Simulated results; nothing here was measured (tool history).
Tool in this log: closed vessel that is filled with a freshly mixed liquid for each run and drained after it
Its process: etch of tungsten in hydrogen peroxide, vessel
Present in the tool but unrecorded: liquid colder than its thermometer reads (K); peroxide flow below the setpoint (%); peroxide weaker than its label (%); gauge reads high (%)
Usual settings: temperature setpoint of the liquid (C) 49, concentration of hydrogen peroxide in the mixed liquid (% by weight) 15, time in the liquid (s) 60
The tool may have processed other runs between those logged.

run,hour,temperature setpoint of the liquid (C),concentration of hydrogen peroxide in the mixed liquid (% by weight),time in the liquid (s),wafers since the last listed run,hours since the thermometer was replaced,hours since the peroxide flow meter was replaced,hours since the drum of peroxide was connected,hours since the gauge calibration,"read-back film thickness of the tungsten reference wafer, read on the same gauge (nm)",thickness taken off the tungsten on a monitor wafer (angstrom)
1,0,53,15,60,0,1063.8,75.7,554.7,51.4,129.71,822.1
2,20,53,15,60,2859,1083.8,95.7,574.7,71.4,129.67,823.1
3,40.1,53,15,60,2873,1103.9,115.8,594.8,91.5,129.52,825.3
4,73.2,51.5,13,60,4732,1137,148.9,627.9,124.6,129.34,697.3
5,93.8,49,15,60,2945,1157.6,169.5,648.5,145.2,129.24,639.4
6,121.3,49,15,60,3931,1185.1,197,676,172.7,129.12,642.3
7,148.5,49,15,60,3888,1212.3,224.2,703.2,199.9,128.98,640.5
8,178.4,49,15,60,4275,1242.2,254.1,733.1,229.8,128.81,640.1
9,212.5,49,15,60,4875,1276.3,288.2,767.2,263.9,128.63,640.6
# hour 217.5: new drum of peroxide connected
10,244,49,15,60,4360,1307.8,319.7,26.5,295.4,128.48,632.7
11,277.3,55.5,15,80,4761,1341.1,353,59.8,328.7,128.34,1263
# hour 298.5: gauge calibrated
# hour 304.6: peroxide flow meter replaced
12,305.1,49,15,60,3831,1368.9,0.5,87.6,6.6,130.24,644.8
13,321.6,44,12,80,2359,1385.4,17,104.1,23.1,130.18,566.5
14,345.5,56,15,30,3417,1409.3,40.9,128,47,130.05,491.9
15,371.3,52.5,15,90,3688,1435.1,66.7,153.8,72.8,129.94,1206.3
16,391.8,45.5,13.5,90,2931,1455.6,87.2,174.3,93.3,129.81,741.1
# hour 421.7: thermometer replaced
17,424.5,49,12.5,60,4532,2.8,119.9,207,126,129.66,584.2
18,457.1,49,15,60,4661,35.4,152.5,239.6,158.6,129.46,645.6
19,502.1,54,12,45,6433,80.4,197.5,284.6,203.6,129.2,585.7
20,528.2,49,15,75,3731,106.5,223.6,310.7,229.7,129.07,804.2
21,551.4,43.5,18,45,3317,129.7,246.8,333.9,252.9,128.96,371.6

Hidden state or all else? Some run-to-run changes of thickness taken off the tungsten on a monitor wafer (angstrom), split into what the settings, what came in and random variation would give without the hidden state, and what is left for the hidden state (with any gauge scatter that isn't in both results):
Run 10 -> 11: temperature setpoint of the liquid (C) 49 -> 55.5, time in the liquid (s) 60 -> 80. thickness taken off the tungsten on a monitor wafer (angstrom) +630.3: hidden state -9.2, all else +639.5.
Run 11 -> 12: temperature setpoint of the liquid (C) 55.5 -> 49, time in the liquid (s) 80 -> 60, gauge calibrated, peroxide flow meter replaced. thickness taken off the tungsten on a monitor wafer (angstrom) -618.2: hidden state +18, all else -636.2.
Run 14 -> 15: temperature setpoint of the liquid (C) 56 -> 52.5, time in the liquid (s) 30 -> 90. thickness taken off the tungsten on a monitor wafer (angstrom) +714.4: hidden state -1.1, all else +715.5.
